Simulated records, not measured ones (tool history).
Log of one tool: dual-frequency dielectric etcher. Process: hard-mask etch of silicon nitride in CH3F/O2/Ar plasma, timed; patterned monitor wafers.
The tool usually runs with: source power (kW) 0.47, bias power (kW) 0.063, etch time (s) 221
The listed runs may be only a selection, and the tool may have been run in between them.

run	hour	source power (kW)	bias power (kW)	etch time (s)	read-back reference wafer on the same gauge, depth_nm	mean etch depth across the wafer (nm)
1	0	0.47	0.05	221	164.2	150.3
2	40.2	0.47	0.05	221	163.9	149.7
3	79.7	0.47	0.071	221	164	168.1
4	183	0.47	0.063	221	164	160.3
5	240.8	0.43	0.063	179	163.8	124.9
6	300.2	0.43	0.063	179	164.1	124.5
7	373.9	0.47	0.075	221	163.9	168.7
# hour 482: gauge calibrated
# hour 507.2: wet clean of the chamber
# hour 524.6: bias power generator calibrated
8	579.1	0.47	0.075	221	164	171.2
9	671.9	0.47	0.075	221	163.8	171.2
10	765.9	0.39	0.05	195	164.1	120.1
11	822.4	0.47	0.076	282.5	164.1	217.5
12	900.3	0.37	0.054	254.5	164.1	157.1
# hour 924.9: source power generator calibrated
# hour 974.8: upper electrode replaced
13	975.3	0.52	0.058	282.5	164	208.6
# hour 1060.3: wet clean of the chamber
14	1064	0.39	0.05	195	164	122.1
15	1163.1	0.47	0.053	221	163.9	152.8
16	1235.1	0.47	0.063	270.5	164	196.9
17	1284.6	0.42	0.051	268	163.8	173.5
18	1331	0.38	0.05	264.5	163.9	161.7

Here are 3 independent what-if runs from the current tool condition. What would each one return?
A	1331.5	0.58	0.063	221	?	?
B	1331.5	0.41	0.063	244	?	?
C	1331.5	0.37	0.079	271.5	?	?

run	read-back reference wafer on the same gauge, depth_nm	mean etch depth across the wafer (nm)
A	164.1	175.3
B	164.1	165.5
C	164.1	189.5
Without the tool's hidden state the same runs would have given:
run	mean etch depth across the wafer (nm)
A	176.6
B	166.7
C	190.9

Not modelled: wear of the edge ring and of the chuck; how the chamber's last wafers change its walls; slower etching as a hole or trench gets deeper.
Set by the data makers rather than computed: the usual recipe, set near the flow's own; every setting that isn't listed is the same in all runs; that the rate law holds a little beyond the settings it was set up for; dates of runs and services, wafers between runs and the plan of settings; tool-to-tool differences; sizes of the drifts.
